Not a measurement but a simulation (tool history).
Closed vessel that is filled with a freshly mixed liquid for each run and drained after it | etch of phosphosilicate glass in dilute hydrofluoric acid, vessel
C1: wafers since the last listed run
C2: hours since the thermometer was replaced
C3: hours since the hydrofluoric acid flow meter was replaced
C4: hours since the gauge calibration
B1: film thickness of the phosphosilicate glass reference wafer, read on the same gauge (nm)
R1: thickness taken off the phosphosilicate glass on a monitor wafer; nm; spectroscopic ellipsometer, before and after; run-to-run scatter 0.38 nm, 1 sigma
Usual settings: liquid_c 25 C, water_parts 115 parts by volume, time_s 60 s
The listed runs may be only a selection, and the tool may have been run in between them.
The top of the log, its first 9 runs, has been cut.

run 10 hour=461.6 | liquid_c=28.5 water_parts=160 time_s=85 | C1=5034 C2=272.6 C3=154.9 C4=1803.6 | B1=40.01 | R1=82.66
run 11 hour=497.1 | liquid_c=25 water_parts=115 time_s=60 | C1=4306 C2=308.1 C3=190.4 C4=1839.1 | B1=40 | R1=74.96
run 12 hour=555 | liquid_c=25 water_parts=115 time_s=45 | C1=7024 C2=366 C3=248.3 C4=1897 | B1=39.99 | R1=56.25
run 13 hour=623.4 | liquid_c=25 water_parts=165 time_s=60 | C1=8298 C2=434.4 C3=316.7 C4=1965.4 | B1=39.99 | R1=49.14
run 14 hour=686.8 | liquid_c=22.5 water_parts=140 time_s=60 | C1=7691 C2=497.8 C3=380.1 C4=2028.8 | B1=40.01 | R1=53.98
run 15 hour=736.3 | liquid_c=25 water_parts=115 time_s=60 | C1=6005 C2=547.3 C3=429.6 C4=2078.3 | B1=40 | R1=74.66
run 16 hour=799.5 | liquid_c=25 water_parts=115 time_s=60 | C1=7667 C2=610.5 C3=492.8 C4=2141.5 | B1=40.02 | R1=73.12
-- hour=838.8 gauge calibrated
run 17 hour=860.5 | liquid_c=25 water_parts=170 time_s=85 | C1=7400 C2=671.5 C3=553.8 C4=21.7 | B1=40.02 | R1=66.49
run 18 hour=913.9 | liquid_c=25 water_parts=115 time_s=60 | C1=6478 C2=724.9 C3=607.2 C4=75.1 | B1=40 | R1=73.54
run 19 hour=953.4 | liquid_c=25 water_parts=115 time_s=60 | C1=4792 C2=764.4 C3=646.7 C4=114.6 | B1=39.99 | R1=73.68
run 20 hour=1011.9 | liquid_c=25 water_parts=115 time_s=60 | C1=7097 C2=822.9 C3=705.2 C4=173.1 | B1=40.02 | R1=73.75
run 21 hour=1053.2 | liquid_c=25 water_parts=115 time_s=60 | C1=5010 C2=864.2 C3=746.5 C4=214.4 | B1=39.98 | R1=73.03
run 22 hour=1105.7 | liquid_c=29 water_parts=70 time_s=35 | C1=6369 C2=916.7 C3=799 C4=266.9 | B1=39.99 | R1=85.68
run 23 hour=1144.7 | liquid_c=29.5 water_parts=140 time_s=75 | C1=4731 C2=955.7 C3=838 C4=305.9 | B1=40 | R1=86.3
run 24 hour=1183.1 | liquid_c=25 water_parts=115 time_s=30 | C1=4658 C2=994.1 C3=876.4 C4=344.3 | B1=40.02 | R1=36.27
run 25 hour=1210.4 | liquid_c=29 water_parts=115 time_s=60 | C1=3311 C2=1021.4 C3=903.7 C4=371.6 | B1=40 | R1=84.72
-- hour=1240.8 thermometer replaced
run 26 hour=1270.5 | liquid_c=25 water_parts=115 time_s=60 | C1=7169 C2=29.7 C3=963.8 C4=431.7 | B1=40 | R1=76.77
run 27 hour=1326.7 | liquid_c=20.5 water_parts=100 time_s=60 | C1=6817 C2=85.9 C3=1020 C4=487.9 | B1=40 | R1=74.62
run 28 hour=1363.2 | liquid_c=29.5 water_parts=115 time_s=40 | C1=4428 C2=122.4 C3=1056.5 C4=524.4 | B1=40 | R1=60.55
run 29 hour=1425.3 | liquid_c=25 water_parts=115 time_s=60 | C1=7533 C2=184.5 C3=1118.6 C4=586.5 | B1=40 | R1=76.62
run 30 hour=1458.5 | liquid_c=25 water_parts=80 time_s=60 | C1=4027 C2=217.7 C3=1151.8 C4=619.7 | B1=40 | R1=113.33
run 31 hour=1495.4 | liquid_c=25 water_parts=115 time_s=85 | C1=4476 C2=254.6 C3=1188.7 C4=656.6 | B1=40.01 | R1=107.72

Consider 5 possible next runs. They are alternatives, not a sequence: every one starts from the tool as it was left by run 31. What does each give?
run A hour=1496.1 | liquid_c=25 water_parts=115 time_s=60 | C1=84 C2=255.3 C3=1189.4 C4=657.3 | B1=? | R1=?
run B hour=1496.1 | liquid_c=28.5 water_parts=65 time_s=45 | C1=84 C2=255.3 C3=1189.4 C4=657.3 | B1=? | R1=?
run C hour=1496.1 | liquid_c=25 water_parts=95 time_s=85 | C1=84 C2=255.3 C3=1189.4 C4=657.3 | B1=? | R1=?
run D hour=1496.1 | liquid_c=21.5 water_parts=115 time_s=35 | C1=84 C2=255.3 C3=1189.4 C4=657.3 | B1=? | R1=?
run E hour=1496.1 | liquid_c=21.5 water_parts=115 time_s=75 | C1=84 C2=255.3 C3=1189.4 C4=657.3 | B1=? | R1=?

run=A B1=39.99 R1=75.7
run=B B1=39.99 R1=122.96
run=C B1=39.99 R1=133.01
run=D B1=39.99 R1=38.43
run=E B1=39.99 R1=82.35
Stripped of hidden state, with their random variation kept, the same runs would have yielded:
run=A R1=76.09
run=B R1=123.7
run=C R1=133.79
run=D R1=38.66
run=E R1=82.85
